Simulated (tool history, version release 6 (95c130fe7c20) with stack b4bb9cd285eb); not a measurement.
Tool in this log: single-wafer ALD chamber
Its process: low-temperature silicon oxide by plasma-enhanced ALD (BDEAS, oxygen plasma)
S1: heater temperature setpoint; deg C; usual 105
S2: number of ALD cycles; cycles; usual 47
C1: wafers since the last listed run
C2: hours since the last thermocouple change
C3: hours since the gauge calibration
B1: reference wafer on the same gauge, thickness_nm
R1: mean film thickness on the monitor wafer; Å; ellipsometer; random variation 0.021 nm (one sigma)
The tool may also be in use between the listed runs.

run,hour,S1,S2,C1,C2,C3,B1,R1
1,0.0,105,47,0,2502.9,891.1,8.027,68.67
2,71.3,105,47,330,2574.2,962.4,8.034,68.38
3,142.8,105,47,331,2645.7,1033.9,8.031,68.87
4,190.9,105,47,222,2693.8,1082.0,8.045,68.17
5,217.4,105,47,122,2720.3,1108.5,8.042,68.83
6,263.2,105,47,212,2766.1,1154.3,8.046,69.04
7,308.3,105,47,208,2811.2,1199.4,8.053,68.46
8,344.3,95,47,166,2847.2,1235.4,8.054,70.42
9,412.7,105,47,316,2915.6,1303.8,8.064,68.52
10,438.2,105,47,118,2941.1,1329.3,8.060,68.48
11,481.3,105,47,199,2984.2,1372.4,8.068,68.89
12,548.9,105,47,313,3051.8,1440.0,8.065,69.04
13,607.2,105,47,270,3110.1,1498.3,8.068,68.92
14,664.8,105,47,266,3167.7,1555.9,8.069,69.02
15,711.0,99,47,214,3213.9,1602.1,8.076,69.74
16,774.5,105,47,294,3277.4,1665.6,8.070,68.57
# hour 826.0: thermocouple changed; heater temperature recalibrated
17,826.3,118,47,202,0.3,1717.4,8.071,67.50
18,855.3,105,47,134,29.3,1746.4,8.081,68.97
19,908.6,94,42,246,82.6,1799.7,8.077,62.78
20,939.4,105,47,142,113.4,1830.5,8.081,69.07
# hour 958.9: gauge calibrated
21,1000.7,105,47,283,174.7,41.8,7.858,67.43
22,1060.0,114,40,274,234.0,101.1,7.880,56.32
23,1086.0,105,42,120,260.0,127.1,7.891,60.39
24,1126.1,111,39,185,300.1,167.2,7.906,55.86
25,1171.4,110,44,209,345.4,212.5,7.919,62.87
26,1214.7,105,47,200,388.7,255.8,7.940,67.92
27,1282.9,109,44,315,456.9,324.0,7.952,63.17
28,1431.9,117,52,690,605.9,473.0,7.989,73.92
29,1479.7,116,56,221,653.7,520.8,7.997,79.82
30,1526.6,118,39,217,700.6,567.7,8.020,55.53
31,1551.6,113,54,115,725.6,592.7,8.016,77.52
32,1592.9,105,47,191,766.9,634.0,8.032,68.45
33,1627.5,94,53,160,801.5,668.6,8.029,79.46

Hidden state at the last listed run before each entry between runs and at the first one after, where it differs:
Runs 16 to 17: thermocouple changed; heater temperature recalibrated (hour 826.0)
  gauge reads high (%): 3.51 -> 3.52
  the result without the hidden state subtracted from the measured one, R1: +2.32 -> +2.29 Å
Runs 20 to 21: gauge calibrated (hour 958.9)
  gauge reads high (%): 3.56 -> 0.737
  the result without the hidden state subtracted from the measured one, R1: +2.37 -> +0.49 Å
